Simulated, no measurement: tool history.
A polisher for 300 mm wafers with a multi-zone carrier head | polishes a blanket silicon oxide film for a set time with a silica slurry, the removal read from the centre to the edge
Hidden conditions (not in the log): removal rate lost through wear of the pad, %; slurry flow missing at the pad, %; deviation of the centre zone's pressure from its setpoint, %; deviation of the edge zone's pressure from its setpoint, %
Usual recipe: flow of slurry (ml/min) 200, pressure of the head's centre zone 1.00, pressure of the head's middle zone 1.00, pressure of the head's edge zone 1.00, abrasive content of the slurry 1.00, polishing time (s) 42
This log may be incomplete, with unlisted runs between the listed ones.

run,hour,flow of slurry (ml/min),pressure of the head's centre zone,pressure of the head's middle zone,pressure of the head's edge zone,abrasive content of the slurry,polishing time (s),wafers since the last listed run,wafers polished on this pad,hours since the slurry nozzle was cleaned,hours since the centre zone pressure was calibrated,hours since the edge zone pressure was calibrated,hours since the carrier head's membrane was replaced,"incoming thickness of the incoming film, nm",film removed at the wafer's centre (nm),film removed at mid-radius (nm),film removed at the wafer's edge (nm)
1,0.0,200,1.00,1.00,1.00,1.00,42,0,2841,398.4,138.1,498.6,81.2,1207.5,116.7,123.4,118.2
# hour 49.2: worn pad replaced by a new one
2,85.2,200,1.00,1.00,0.91,1.00,42,689,305,483.6,223.3,583.8,166.4,1218.0,114.1,119.1,110.8
3,162.7,200,1.00,1.00,0.91,1.00,42,658,963,561.1,300.8,661.3,243.9,1219.9,116.4,119.0,110.7
4,249.3,240,1.00,1.00,1.00,1.00,42,735,1699,647.7,387.4,747.9,330.5,1222.0,118.7,123.6,113.5
5,341.8,200,1.00,1.00,1.00,1.00,42,785,2484,740.2,479.9,840.4,423.0,1201.4,115.0,120.3,114.3
# hour 369.0: slurry nozzle cleaned
6,427.6,200,1.00,1.00,1.00,1.00,42,720,3204,58.6,565.7,926.2,508.8,1221.4,119.7,123.4,112.8
7,479.1,200,1.00,1.00,1.00,1.00,42,437,3642,110.1,617.2,977.7,560.3,1228.7,114.4,121.9,117.2
# hour 486.2: worn pad replaced by a new one
8,622.8,200,1.00,1.00,1.00,1.00,42,1186,1160,253.8,760.9,1121.4,704.0,1203.8,112.9,120.9,113.0
# hour 648.5: edge zone pressure recalibrated
# hour 697.6: centre zone pressure recalibrated
9,698.2,200,1.00,1.00,1.00,1.00,42,606,1766,329.2,0.6,49.7,779.4,1232.7,119.1,122.2,113.7
10,751.6,235,1.12,1.00,1.00,1.10,52,453,2220,382.6,54.0,103.1,832.8,1209.0,171.1,164.2,150.2
11,829.6,200,1.00,1.00,1.00,1.00,42,662,2882,460.6,132.0,181.1,910.8,1212.5,114.8,116.6,115.8
# hour 878.2: worn pad replaced by a new one
12,898.9,200,1.00,1.00,0.88,1.00,47,554,175,529.9,201.3,250.4,980.1,1218.4,130.4,137.4,119.4
13,959.0,240,1.00,1.00,1.00,1.00,42,510,686,590.0,261.4,310.5,1040.2,1229.1,116.1,121.4,116.0
# hour 1012.1: slurry nozzle cleaned
14,1049.8,225,1.00,1.00,1.00,1.00,34,762,1448,37.7,352.2,401.3,1131.0,1213.3,96.4,100.5,93.3
15,1092.7,235,1.00,1.11,1.00,1.00,42,364,1813,80.6,395.1,444.2,1173.9,1213.7,120.4,135.7,118.8
16,1188.6,200,0.91,1.08,1.00,1.00,42,814,2627,176.5,491.0,540.1,1269.8,1221.0,108.2,127.0,113.5
# hour 1211.2: carrier head's membrane replaced by a new one
17,1292.8,200,1.00,1.00,0.92,1.00,42,842,3469,280.7,595.2,644.3,81.6,1223.7,116.6,119.1,112.9
# hour 1326.4: worn pad replaced by a new one
18,1343.7,200,1.05,1.00,1.00,0.75,42,398,146,331.6,646.1,695.2,132.5,1225.3,99.7,96.0,93.4
19,1448.1,200,1.00,1.00,1.00,1.00,42,886,1033,436.0,750.5,799.6,236.9,1211.5,116.2,118.6,116.2
20,1629.7,200,1.00,1.00,1.00,1.00,42,1542,2575,617.6,932.1,981.2,418.5,1237.2,115.8,119.0,113.9
# hour 1720.3: centre zone pressure recalibrated
21,1723.7,200,1.00,1.09,1.00,1.00,42,781,3356,711.6,3.4,1075.2,512.5,1238.8,119.8,126.5,114.9
# hour 1743.0: worn pad replaced by a new one
22,1762.0,200,1.00,1.00,1.00,0.90,42,291,160,749.9,41.7,1113.5,550.8,1234.9,109.4,111.7,106.7

Take each entry between the runs: how does the hidden state at the last listed run before it differ from the hidden state at the first listed run after it?
After run 1, before run 2: worn pad replaced by a new one (hour 49.2)
  the hidden state is the same at both runs
After run 5, before run 6: slurry nozzle cleaned (hour 369.0)
  the hidden state is the same at both runs
After run 7, before run 8: worn pad replaced by a new one (hour 486.2)
  the hidden state is the same at both runs
After run 8, before run 9: edge zone pressure recalibrated (hour 648.5); centre zone pressure recalibrated (hour 697.6)
  the hidden state is the same at both runs
After run 11, before run 12: worn pad replaced by a new one (hour 878.2)
  the hidden state is the same at both runs
After run 13, before run 14: slurry nozzle cleaned (hour 1012.1)
  the hidden state is the same at both runs
After run 16, before run 17: carrier head's membrane replaced by a new one (hour 1211.2)
  the hidden state is the same at both runs
After run 17, before run 18: worn pad replaced by a new one (hour 1326.4)
  the hidden state is the same at both runs
After run 20, before run 21: centre zone pressure recalibrated (hour 1720.3)
  the hidden state is the same at both runs
After run 21, before run 22: worn pad replaced by a new one (hour 1743.0)
  the hidden state is the same at both runs
